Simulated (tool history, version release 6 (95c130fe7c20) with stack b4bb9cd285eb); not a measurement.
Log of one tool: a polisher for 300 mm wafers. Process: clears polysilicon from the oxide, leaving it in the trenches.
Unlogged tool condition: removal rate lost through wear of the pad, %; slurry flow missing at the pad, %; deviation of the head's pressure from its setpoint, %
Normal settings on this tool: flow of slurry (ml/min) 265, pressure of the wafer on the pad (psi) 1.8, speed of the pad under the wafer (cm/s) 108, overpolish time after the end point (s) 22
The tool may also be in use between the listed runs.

| run | hour | flow of slurry (ml/min) | pressure of the wafer on the pad (psi) | speed of the pad under the wafer (cm/s) | overpolish time after the end point (s) | wafers since the last listed run | wafers polished on this pad | hours since the slurry nozzle was cleaned | hours since the head pressure was calibrated | incoming thickness of the incoming film, nm | time until the end point was called (s) |
|---|---|---|---|---|---|---|---|---|---|---|---|
| 1 | 0 | 310 | 1.8 | 108 | 22 | 0 | 1102 | 460.5 | 532.6 | 552.4 | 44.2 |
| 2 | 33.8 | 310 | 1.8 | 108 | 22 | 329 | 1432 | 494.3 | 566.4 | 561 | 44.5 |
| 3 | 61 | 265 | 1.8 | 108 | 22 | 265 | 1697 | 521.5 | 593.6 | 561.6 | 45 |
| 4 | 76.8 | 200 | 1.8 | 108 | 22 | 154 | 1851 | 537.3 | 609.4 | 551.2 | 45.5 |
| 5 | 110.4 | 265 | 1.8 | 108 | 22 | 327 | 2179 | 570.9 | 643 | 556 | 44 |
|  | 125.8 | worn pad replaced by a new one, of another model than before |
| 6 | 135.4 | 265 | 1.8 | 108 | 22 | 204 | 93 | 595.9 | 668 | 560.2 | 44.5 |
| 7 | 172.2 | 265 | 1.8 | 108 | 22 | 358 | 452 | 632.7 | 704.8 | 568.4 | 46.5 |
| 8 | 190.4 | 265 | 1.8 | 108 | 22 | 177 | 629 | 650.9 | 723 | 563.5 | 45.9 |
| 9 | 216.6 | 265 | 1.8 | 108 | 22 | 255 | 885 | 677.1 | 749.2 | 559 | 44.4 |
| 10 | 244.7 | 265 | 1.8 | 108 | 22 | 273 | 1159 | 705.2 | 777.3 | 564.8 | 45.1 |
|  | 258 | head pressure recalibrated |
| 11 | 271.1 | 315 | 1.8 | 108 | 22 | 237 | 1397 | 731.6 | 13.1 | 569.3 | 47.4 |
| 12 | 297.9 | 265 | 1.8 | 108 | 22 | 261 | 1658 | 758.4 | 39.9 | 561.3 | 49.1 |
| 13 | 330.5 | 265 | 1.8 | 108 | 22 | 317 | 1976 | 791 | 72.5 | 556.5 | 48.1 |
|  | 338.4 | worn pad replaced by a new one |
| 14 | 348.6 | 265 | 1.8 | 108 | 22 | 137 | 99 | 809.1 | 90.6 | 557.7 | 48.5 |
| 15 | 366.4 | 265 | 2 | 86 | 22 | 173 | 273 | 826.9 | 108.4 | 560.4 | 50.6 |
|  | 370.3 | slurry nozzle cleaned |
| 16 | 393.4 | 220 | 2.1 | 108 | 22 | 253 | 526 | 23.1 | 135.4 | 563.2 | 46.2 |
| 17 | 417.8 | 265 | 1.8 | 108 | 22 | 237 | 764 | 47.5 | 159.8 | 562 | 48.5 |
| 18 | 434.9 | 265 | 1.8 | 108 | 22 | 166 | 931 | 64.6 | 176.9 | 559.6 | 48.5 |
| 19 | 447.4 | 195 | 2.3 | 108 | 31 | 121 | 1053 | 77.1 | 189.4 | 569.7 | 46.5 |
| 20 | 465.4 | 320 | 1.8 | 82 | 22 | 175 | 1228 | 95.1 | 207.4 | 562.9 | 56.2 |
| 21 | 491 | 265 | 2.1 | 108 | 9 | 249 | 1478 | 120.7 | 233 | 562.6 | 44 |
| 22 | 526.5 | 265 | 1.8 | 108 | 22 | 346 | 1824 | 156.2 | 268.5 | 562.1 | 47.9 |
|  | 532.9 | worn pad replaced by a new one |
| 23 | 546.4 | 265 | 1.8 | 108 | 22 | 155 | 131 | 176.1 | 288.4 | 559.5 | 48.3 |
| 24 | 581.6 | 265 | 2.2 | 108 | 22 | 343 | 474 | 211.3 | 323.6 | 557.3 | 42.4 |
| 25 | 610.6 | 235 | 1.5 | 108 | 33 | 282 | 757 | 240.3 | 352.6 | 562.9 | 53.6 |
| 26 | 634 | 355 | 1.6 | 92 | 26 | 228 | 985 | 263.7 | 376 | 555.4 | 54 |
| 27 | 661.1 | 335 | 1.8 | 86 | 27 | 264 | 1249 | 290.8 | 403.1 | 559.8 | 52.4 |
| 28 | 676.9 | 265 | 1.8 | 108 | 22 | 154 | 1403 | 306.6 | 418.9 | 562.6 | 48.3 |
| 29 | 710.3 | 265 | 1.8 | 108 | 26 | 325 | 1729 | 340 | 452.3 | 562.9 | 47.4 |
| 30 | 723.6 | 225 | 1.8 | 108 | 22 | 129 | 1859 | 353.3 | 465.6 | 560.4 | 48.7 |
|  | 772 | worn pad replaced by a new one |
| 31 | 803.5 | 355 | 1.6 | 108 | 22 | 740 | 306 | 433.2 | 545.5 | 560.5 | 47.6 |
| 32 | 879.1 | 350 | 1.8 | 108 | 28 | 737 | 1043 | 508.8 | 621.1 | 565.5 | 45.5 |
| 33 | 894.1 | 300 | 1.8 | 92 | 22 | 146 | 1190 | 523.8 | 636.1 | 559.8 | 48.5 |
| 34 | 927.3 | 265 | 2.4 | 130 | 29 | 323 | 1513 | 557 | 669.3 | 554.3 | 33 |
| 35 | 942.7 | 265 | 1.8 | 108 | 22 | 150 | 1664 | 572.4 | 684.7 | 566.1 | 45.6 |

Below, some changes in time until the end point was called (s) between adjacent runs. For each, the amount present without the hidden state too (settings, incoming material, random variation) and the amount remaining for the hidden state with gauge scatter not shared by both compared results:
Run 5 -> 6: worn pad replaced by a new one, of another model than before. time until the end point was called (s) +0.5: hidden state +1.5, all else -1.
Run 10 -> 11: flow of slurry (ml/min) 265 -> 315, head pressure recalibrated. time until the end point was called (s) +2.3: hidden state +3.5, all else -1.2.
Run 20 -> 21: flow of slurry (ml/min) 320 -> 265, pressure of the wafer on the pad (psi) 1.8 -> 2.1, speed of the pad under the wafer (cm/s) 82 -> 108, overpolish time after the end point (s) 22 -> 9. time until the end point was called (s) -12.2: hidden state +0, all else -12.2.
Run 33 -> 34: flow of slurry (ml/min) 300 -> 265, pressure of the wafer on the pad (psi) 1.8 -> 2.4, speed of the pad under the wafer (cm/s) 92 -> 130, overpolish time after the end point (s) 22 -> 29. time until the end point was called (s) -15.5: hidden state +0.7, all else -16.2.
Run 34 -> 35: pressure of the wafer on the pad (psi) 2.4 -> 1.8, speed of the pad under the wafer (cm/s) 130 -> 108, overpolish time after the end point (s) 29 -> 22. time until the end point was called (s) +12.6: hidden state -0.9, all else +13.5.

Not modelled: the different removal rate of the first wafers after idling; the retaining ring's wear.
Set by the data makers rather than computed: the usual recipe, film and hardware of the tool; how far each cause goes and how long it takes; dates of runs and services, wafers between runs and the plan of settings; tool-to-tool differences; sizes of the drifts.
